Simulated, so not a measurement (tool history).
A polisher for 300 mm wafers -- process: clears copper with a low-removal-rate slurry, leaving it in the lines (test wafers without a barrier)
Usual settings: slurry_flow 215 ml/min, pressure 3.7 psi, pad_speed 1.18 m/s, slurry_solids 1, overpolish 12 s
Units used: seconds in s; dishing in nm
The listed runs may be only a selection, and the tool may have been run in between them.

run,day,slurry_flow,pressure,pad_speed,slurry_solids,overpolish,"incoming thickness of the incoming film, nm",seconds,dishing
1,0,215,4.7,1.18,1,12,402.4,96.3,37
2,1.108,215,4.7,1.18,1,12,401.1,82.7,42.6
3,3.321,215,3.7,1.18,1,12,399.9,105,32.9
4,5.258,215,3.7,1.18,1,12,401.8,107.2,33.7
5,7.275,215,3.7,1.18,1,12,401.5,113.4,31.6
6,8.633,215,3.7,1.18,1,12,404.1,103.1,35.1
7,11.454,215,3.7,1.18,1,12,393.8,107.2,33.5
8,14.262,215,3.7,1.18,1,12,402.3,108.3,33.4
9,16.292,215,3.7,1.18,1,12,397.1,112.7,32.8
10,17.917,215,3.7,1.18,1.1,12,400,102.3,34.8
11,20.571,215,3.7,1.18,1.1,12,397.2,105.1,33.5
12,23.058,215,3.7,1.18,1,14,396.9,109.7,37.7
13,25.733,265,2.8,0.96,0.7,12,402.6,202.4,19.7
14,27.738,215,3.7,1.18,1,12,402.5,105,33.9
15,30.05,215,3.2,1.18,1,12,406.4,128.2,29.6
16,31.233,215,3.7,1.18,1,12,404.6,104.9,33.2
17,33.408,215,3.2,1.18,1.3,12,394.6,115.5,30.5
18,35.85,215,4.5,1.36,1,12,394.5,71.3,45.3
19,37.746,215,2.4,1.18,1,12,398.1,160.9,23.9
20,39.25,215,3.7,1.18,1.15,12,401.5,106.2,35.3
21,41.304,255,4.7,1.18,1.25,9,394.8,78.4,33.2
22,43.254,215,4.6,1.18,0.9,15,397,87.4,49.6
23,44.308,215,3.7,1.18,1,12,402.5,104.7,35.6

Put back what was entered between runs (11 entries, withheld): which listed runs does each sit between, and how does the hidden state differ from the listed run before to the listed run after?
Runs 1 to 2: worn pad replaced by a new one (day 0.304)
  removal rate lost through wear of the pad, %: 13.6 -> 1.64
  measured result minus the result with no hidden state, seconds: +13 -> +1.4 s; dishing: -4.6 -> -0.5 nm
Runs 5 to 6: worn pad replaced by a new one (day 8.612)
  removal rate lost through wear of the pad, %: 8.96 -> 1.09
  measured result minus the result with no hidden state, seconds: +10.2 -> +1.1 s; dishing: -2.6 -> -0.3 nm
Runs 6 to 7: slurry blender recalibrated (day 9.554)
  removal rate lost through wear of the pad, %: 1.09 -> 2.32
  measured result minus the result with no hidden state, seconds: +1.1 -> +2.5 s; dishing: -0.3 -> -0.7 nm
Runs 9 to 10: worn pad replaced by a new one (day 17.654)
  removal rate lost through wear of the pad, %: 10.1 -> 1.74
  measured result minus the result with no hidden state, seconds: +11.4 -> +1.8 s; dishing: -3 -> -0.5 nm
Runs 11 to 12: head pressure recalibrated (day 21.4); slurry nozzle cleaned (day 22.958)
  removal rate lost through wear of the pad, %: 3.03 -> 6.2
  measured result minus the result with no hidden state, seconds: +3.2 -> +6.8 s; dishing: -0.8 -> -2 nm
Runs 12 to 13: slurry blender recalibrated (day 25.525)
  removal rate lost through wear of the pad, %: 6.2 -> 11.7
  measured result minus the result with no hidden state, seconds: +6.8 -> +23.7 s; dishing: -2 -> -2.3 nm
Runs 13 to 14: worn pad replaced by a new one (day 26.042)
  removal rate lost through wear of the pad, %: 11.7 -> 0.915
  measured result minus the result with no hidden state, seconds: +23.7 -> +0.9 s; dishing: -2.3 -> -0.2 nm
Runs 17 to 18: worn pad replaced by a new one (day 34.021)
  removal rate lost through wear of the pad, %: 8.77 -> 0.621
  measured result minus the result with no hidden state, seconds: +10.2 -> +0.4 s; dishing: -2.4 -> -0.2 nm
Runs 21 to 22: slurry blender recalibrated (day 42.592); worn pad replaced by a new one (day 42.779)
  removal rate lost through wear of the pad, %: 8.21 -> 1.87
  measured result minus the result with no hidden state, seconds: +6.5 -> +1.6 s; dishing: -2.5 -> -0.7 nm

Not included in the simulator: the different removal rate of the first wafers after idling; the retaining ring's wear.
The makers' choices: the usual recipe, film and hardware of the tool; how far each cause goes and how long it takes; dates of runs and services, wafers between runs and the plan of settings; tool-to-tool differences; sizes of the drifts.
